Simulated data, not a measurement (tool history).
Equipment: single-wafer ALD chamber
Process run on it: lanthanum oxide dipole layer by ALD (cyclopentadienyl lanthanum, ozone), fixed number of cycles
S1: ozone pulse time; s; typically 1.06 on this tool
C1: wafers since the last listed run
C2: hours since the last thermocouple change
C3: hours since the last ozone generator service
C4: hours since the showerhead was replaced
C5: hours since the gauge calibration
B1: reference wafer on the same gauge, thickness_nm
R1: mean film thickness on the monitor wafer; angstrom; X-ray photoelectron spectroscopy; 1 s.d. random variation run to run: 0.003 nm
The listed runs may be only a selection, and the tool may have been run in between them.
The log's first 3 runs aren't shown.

Run 4, hour 150.8: usual settings but S1 0.91 s; C1 1146; C2 365.7; C3 484.6; C4 1345.8; C5 340.6; B1 0.603. Result: R1 4.97 angstrom.
Run 5, hour 192: usual settings but S1 0.91 s; C1 1017; C2 406.9; C3 525.8; C4 1387; C5 381.8; B1 0.602. Result: R1 4.94 angstrom.
Run 6, hour 235.5: usual settings but S1 0.91 s; C1 1074; C2 450.4; C3 569.3; C4 1430.5; C5 425.3; B1 0.603. Result: R1 4.9 angstrom.
Run 7, hour 274.1: usual settings but S1 0.76 s; C1 953; C2 489; C3 607.9; C4 1469.1; C5 463.9; B1 0.602. Result: R1 4.5 angstrom.
Run 8, hour 300.8: usual settings but S1 0.76 s; C1 659; C2 515.7; C3 634.6; C4 1495.8; C5 490.6; B1 0.603. Result: R1 4.5 angstrom.
Run 9, hour 331.1: usual settings but S1 0.76 s; C1 748; C2 546; C3 664.9; C4 1526.1; C5 520.9; B1 0.6. Result: R1 4.54 angstrom.
Run 10, hour 384.4: usual settings; C1 1316; C2 599.3; C3 718.2; C4 1579.4; C5 574.2; B1 0.602. Result: R1 5.2 angstrom.
Run 11, hour 458.2: usual settings; C1 1823; C2 673.1; C3 792; C4 1653.2; C5 648; B1 0.603. Result: R1 5.19 angstrom.
Run 12, hour 499.2: usual settings; C1 1012; C2 714.1; C3 833; C4 1694.2; C5 689; B1 0.602. Result: R1 5.19 angstrom.
Run 13, hour 561: usual settings; C1 1526; C2 775.9; C3 894.8; C4 1756; C5 750.8; B1 0.602. Result: R1 5.18 angstrom.
Run 14, hour 605.4: usual settings; C1 1096; C2 820.3; C3 939.2; C4 1800.4; C5 795.2; B1 0.603. Result: R1 5.19 angstrom.
At hour 700.8: thermocouple changed; heater temperature recalibrated.
Run 15, hour 737.5: usual settings; C1 3066; C2 36.7; C3 1071.3; C4 1932.5; C5 927.3; B1 0.602. Result: R1 5.15 angstrom.
Run 16, hour 779.1: usual settings but S1 1.43 s; C1 1027; C2 78.3; C3 1112.9; C4 1974.1; C5 968.9; B1 0.603. Result: R1 5.73 angstrom.
Run 17, hour 824.7: usual settings; C1 1126; C2 123.9; C3 1158.5; C4 2019.7; C5 1014.5; B1 0.602. Result: R1 5.2 angstrom.
Run 18, hour 859: usual settings but S1 0.86 s; C1 847; C2 158.2; C3 1192.8; C4 2054; C5 1048.8; B1 0.601. Result: R1 4.78 angstrom.
Run 19, hour 913.9: usual settings but S1 1.39 s; C1 1356; C2 213.1; C3 1247.7; C4 2108.9; C5 1103.7; B1 0.603. Result: R1 5.58 angstrom.
At hour 938.6: ozone generator serviced.
Run 20, hour 972.2: usual settings but S1 0.74 s; C1 1242; C2 271.4; C3 33.6; C4 2167.2; C5 1162; B1 0.602. Result: R1 4.56 angstrom.
Run 21, hour 1042.9: usual settings but S1 0.72 s; C1 1746; C2 342.1; C3 104.3; C4 2237.9; C5 1232.7; B1 0.602. Result: R1 4.43 angstrom.
Run 22, hour 1087.2: usual settings but S1 1.44 s; C1 1094; C2 386.4; C3 148.6; C4 2282.2; C5 1277; B1 0.603. Result: R1 5.73 angstrom.
Run 23, hour 1139: usual settings but S1 0.83 s; C1 1279; C2 438.2; C3 200.4; C4 2334; C5 1328.8; B1 0.602. Result: R1 4.82 angstrom.
Run 24, hour 1204.6: usual settings; C1 1620; C2 503.8; C3 266; C4 2399.6; C5 1394.4; B1 0.601. Result: R1 5.25 angstrom.
At hour 1225.8: gauge calibrated.
At hour 1247.6: showerhead replaced.
Run 25, hour 1248.2: usual settings but S1 0.91 s; C1 879; C2 547.4; C3 309.6; C4 0.6; C5 22.4; B1 0.603. Result: R1 4.96 angstrom.

Run 26, settings as shown, results not yet in. Your forecast:
Run 26, hour 1293.8: usual settings but S1 1.18 s; C1 1126; C2 593; C3 355.2; C4 46.2; C5 68; B1 ?. Result: R1 ?.

B1: 0.604
R1: 5.38 angstrom
On a tool with no hidden condition, and with the same random variation, this run would have come out at R1 5.45 angstrom.

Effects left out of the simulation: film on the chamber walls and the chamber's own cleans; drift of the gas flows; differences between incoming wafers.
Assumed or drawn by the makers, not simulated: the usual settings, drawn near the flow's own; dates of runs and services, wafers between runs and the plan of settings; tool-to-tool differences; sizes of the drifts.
